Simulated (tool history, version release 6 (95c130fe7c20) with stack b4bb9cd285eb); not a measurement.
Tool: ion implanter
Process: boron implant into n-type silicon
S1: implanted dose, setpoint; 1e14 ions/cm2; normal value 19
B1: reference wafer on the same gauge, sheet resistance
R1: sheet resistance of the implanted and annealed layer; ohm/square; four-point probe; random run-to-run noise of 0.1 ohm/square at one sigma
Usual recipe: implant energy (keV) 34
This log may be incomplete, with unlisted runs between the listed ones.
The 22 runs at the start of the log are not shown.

{"run": 23, "hour": 1607.8, "S1": 19, "implant energy (keV)": 26.5, "B1": 55.12, "R1": 70.22}
{"run": 24, "hour": 1687.5, "S1": 15.35, "implant energy (keV)": 44.5, "B1": 55.11, "R1": 79.98}
{"run": 25, "hour": 1942.1, "S1": 22.05, "implant energy (keV)": 25.5, "B1": 55.12, "R1": 63.64}
{"run": 26, "hour": 2049.2, "S1": 19, "implant energy (keV)": 34, "B1": 55.12, "R1": 68.33}
{"run": 27, "hour": 2182.0, "S1": 16.42, "implant energy (keV)": 23, "B1": 55.11, "R1": 80.53}
{"run": 28, "hour": 2289.0, "S1": 13.96, "implant energy (keV)": 27.5, "B1": 55.09, "R1": 90.31}
{"run": 29, "hour": 2377.3, "S1": 22.17, "implant energy (keV)": 45, "B1": 55.09, "R1": 58.54}
{"run": 30, "hour": 2434.4, "S1": 19, "implant energy (keV)": 34, "B1": 55.12, "R1": 68.63}

Expected results for the next run?
{"run": 31, "hour": 2476.6, "S1": 19, "implant energy (keV)": 34, "B1": "?", "R1": "?"}

{"run 31": {"B1": 55.13, "R1": 68.6}}
The same run, on a tool lacking any hidden state, would have yielded R1 67.45 ohm/square.

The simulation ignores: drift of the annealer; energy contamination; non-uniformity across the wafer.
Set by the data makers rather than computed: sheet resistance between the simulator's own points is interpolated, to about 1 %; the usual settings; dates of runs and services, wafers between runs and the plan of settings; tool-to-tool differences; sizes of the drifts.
